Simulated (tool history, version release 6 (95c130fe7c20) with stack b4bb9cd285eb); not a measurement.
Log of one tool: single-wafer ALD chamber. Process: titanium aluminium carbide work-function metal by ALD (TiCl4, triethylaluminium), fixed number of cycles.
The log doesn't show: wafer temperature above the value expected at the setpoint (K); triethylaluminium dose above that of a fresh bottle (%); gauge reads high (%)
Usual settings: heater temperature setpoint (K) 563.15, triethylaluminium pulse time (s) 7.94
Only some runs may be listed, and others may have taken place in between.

run	hour	heater temperature setpoint (K)	triethylaluminium pulse time (s)	wafers since the last listed run	hours since the last thermocouple change	hours since the last triethylaluminium bottle change	hours since the showerhead was replaced	hours since the gauge calibration	read-back reference wafer on the same gauge, thickness_nm	mean film thickness on the monitor wafer (Å)
1	0	563.15	7.94	0	1639.7	1437.8	5202.5	3	1.652	16.61
2	13.4	563.15	7.94	254	1653.1	1451.2	5215.9	16.4	1.652	16.73
3	30.8	575.15	7.94	329	1670.5	1468.6	5233.3	33.8	1.649	17.68
4	41.1	575.15	7.94	195	1680.8	1478.9	5243.6	44.1	1.648	17.64
5	49.8	575.15	7.94	164	1689.5	1487.6	5252.3	52.8	1.651	17.67
6	65	563.15	7.94	288	1704.7	1502.8	5267.5	68	1.648	16.59
7	72.7	563.15	7.94	146	1712.4	1510.5	5275.2	75.7	1.65	16.6
8	86.3	563.15	7.94	257	1726	1524.1	5288.8	89.3	1.65	16.6
9	102	563.15	9.99	297	1741.7	1539.8	5304.5	105	1.648	17.48
# hour 118.3: triethylaluminium bottle replaced
10	118.8	563.15	9.99	166	1758.5	0.5	5321.3	121.8	1.649	18.16
# hour 127.7: thermocouple changed; heater temperature recalibrated
11	128.8	574.15	10.75	37	1.1	10.5	5331.3	131.8	1.652	19.35
12	160.5	549.15	7.94	601	32.8	42.2	5363	163.5	1.652	16.3
13	169.9	563.15	7.94	178	42.2	51.6	5372.4	172.9	1.65	17.57
# hour 172.9: gauge calibrated
# hour 180.7: showerhead replaced
14	181.2	563.15	9.99	62	53.5	62.9	0.5	8.3	1.65	18.19
15	189.2	563.15	7.94	151	61.5	70.9	8.5	16.3	1.651	17.58
16	241.6	571.15	4.89	993	113.9	123.3	60.9	68.7	1.649	16.1
17	251.7	574.15	10.75	191	124	133.4	71	78.8	1.648	19.35
18	261.9	557.15	10.17	193	134.2	143.6	81.2	89	1.649	17.58
19	274.3	570.15	7.94	235	146.6	156	93.6	101.4	1.648	18.01
20	281.9	572.15	9.82	144	154.2	163.6	101.2	109	1.65	18.85

Predict each of these 3 candidate next runs independently; none follows another, all start after run 20:
A	282.3	563.15	7.94	7	154.6	164	101.6	109.4	?	?
B	282.3	577.15	6.61	7	154.6	164	101.6	109.4	?	?
C	282.3	569.15	9.7	7	154.6	164	101.6	109.4	?	?

run	read-back reference wafer on the same gauge, thickness_nm	mean film thickness on the monitor wafer (Å)
A	1.651	17.41
B	1.651	17.96
C	1.651	18.52
With no hidden state in the tool, these same runs would have given:
run	mean film thickness on the monitor wafer (Å)
A	17.57
B	18.18
C	18.64

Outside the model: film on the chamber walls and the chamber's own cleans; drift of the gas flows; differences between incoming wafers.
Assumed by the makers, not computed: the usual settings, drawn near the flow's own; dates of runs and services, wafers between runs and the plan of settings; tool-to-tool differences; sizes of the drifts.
